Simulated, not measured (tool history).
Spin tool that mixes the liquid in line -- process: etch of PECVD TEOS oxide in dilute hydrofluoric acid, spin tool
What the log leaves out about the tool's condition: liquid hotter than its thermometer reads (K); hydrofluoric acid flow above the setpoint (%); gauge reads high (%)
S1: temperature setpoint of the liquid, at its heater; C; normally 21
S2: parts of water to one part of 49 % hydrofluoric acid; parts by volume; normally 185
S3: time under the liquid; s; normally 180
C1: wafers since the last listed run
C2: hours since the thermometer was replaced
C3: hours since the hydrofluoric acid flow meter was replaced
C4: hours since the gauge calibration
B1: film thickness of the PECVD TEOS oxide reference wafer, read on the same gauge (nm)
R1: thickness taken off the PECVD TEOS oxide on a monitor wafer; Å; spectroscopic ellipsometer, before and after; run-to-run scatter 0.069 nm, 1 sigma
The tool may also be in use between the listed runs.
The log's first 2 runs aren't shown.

Run 3, hour 44.9: usual settings but S2 255 parts by volume, S3 240 s; C1 130; C2 2119.7; C3 1727.7; C4 368.9; B1 119.98. Result: R1 162.7 Å.
Run 4, hour 60.7: usual settings but S3 120 s; C1 82; C2 2135.5; C3 1743.5; C4 384.7; B1 120.01. Result: R1 120.5 Å.
Run 5, hour 77.5: usual settings but S3 120 s; C1 87; C2 2152.3; C3 1760.3; C4 401.5; B1 120.01. Result: R1 120.2 Å.
Run 6, hour 105.3: usual settings; C1 145; C2 2180.1; C3 1788.1; C4 429.3; B1 120.01. Result: R1 179.7 Å.
Run 7, hour 122.4: usual settings; C1 89; C2 2197.2; C3 1805.2; C4 446.4; B1 120. Result: R1 180.7 Å.
Run 8, hour 158.4: usual settings; C1 187; C2 2233.2; C3 1841.2; C4 482.4; B1 120. Result: R1 181.2 Å.
Run 9, hour 189.2: usual settings but S1 18 C; C1 160; C2 2264; C3 1872; C4 513.2; B1 119.99. Result: R1 161 Å.
At hour 192.2: hydrofluoric acid flow meter replaced.
Run 10, hour 207.9: usual settings but S1 18 C; C1 92; C2 2282.7; C3 15.7; C4 531.9; B1 119.99. Result: R1 149.3 Å.
Run 11, hour 230.5: usual settings but S3 110 s; C1 117; C2 2305.3; C3 38.3; C4 554.5; B1 119.98. Result: R1 103.1 Å.
At hour 231.2: gauge calibrated.
Run 12, hour 248: usual settings but S2 130 parts by volume; C1 91; C2 2322.8; C3 55.8; C4 16.8; B1 119.97. Result: R1 254.9 Å.
Run 13, hour 277.2: usual settings but S1 23.5 C, S2 140 parts by volume, S3 275 s; C1 152; C2 2352; C3 85; C4 46; B1 119.99. Result: R1 394.4 Å.
Run 14, hour 309: usual settings; C1 165; C2 2383.8; C3 116.8; C4 77.8; B1 120.01. Result: R1 168.3 Å.
Run 15, hour 339.1: usual settings but S1 18 C, S3 230 s; C1 157; C2 2413.9; C3 146.9; C4 107.9; B1 120. Result: R1 192.3 Å.
Run 16, hour 368.4: usual settings but S1 17.5 C, S3 270 s; C1 152; C2 2443.2; C3 176.2; C4 137.2; B1 119.99. Result: R1 220.4 Å.
At hour 370: thermometer replaced.
Run 17, hour 400.6: usual settings; C1 162; C2 30.6; C3 208.4; C4 169.4; B1 120.03. Result: R1 169.9 Å.
Run 18, hour 433.7: usual settings but S2 120 parts by volume, S3 235 s; C1 172; C2 63.7; C3 241.5; C4 202.5; B1 120.03. Result: R1 366.7 Å.
Run 19, hour 459.1: usual settings but S2 235 parts by volume, S3 270 s; C1 132; C2 89.1; C3 266.9; C4 227.9; B1 120. Result: R1 191.4 Å.
Run 20, hour 478.7: usual settings but S1 25 C, S2 220 parts by volume, S3 135 s; C1 102; C2 108.7; C3 286.5; C4 247.5; B1 119.98. Result: R1 120.2 Å.
Run 21, hour 508.5: usual settings but S3 290 s; C1 155; C2 138.5; C3 316.3; C4 277.3; B1 119.99. Result: R1 276.4 Å.
Run 22, hour 535.7: usual settings; C1 141; C2 165.7; C3 343.5; C4 304.5; B1 120. Result: R1 170.1 Å.
Run 23, hour 556.7: usual settings but S2 220 parts by volume; C1 109; C2 186.7; C3 364.5; C4 325.5; B1 119.99. Result: R1 137.6 Å.
Run 24, hour 587.9: usual settings but S2 130 parts by volume, S3 250 s; C1 162; C2 217.9; C3 395.7; C4 356.7; B1 120.01. Result: R1 357.1 Å.
Run 25, hour 602.2: usual settings but S1 17 C; C1 74; C2 232.2; C3 410; C4 371; B1 120. Result: R1 145.8 Å.
Run 26, hour 633.4: usual settings but S1 25.5 C, S2 115 parts by volume; C1 162; C2 263.4; C3 441.2; C4 402.2; B1 119.99. Result: R1 354.9 Å.

Expected results for the next run?
Run 27, hour 662.8: usual settings but S2 225 parts by volume; C1 153; C2 292.8; C3 470.6; C4 431.6; B1 ?. Result: R1 ?.

B1: 119.97
R1: 136.2 Å
Minus the tool's unlogged condition, the same run would have read R1 132.4 Å.
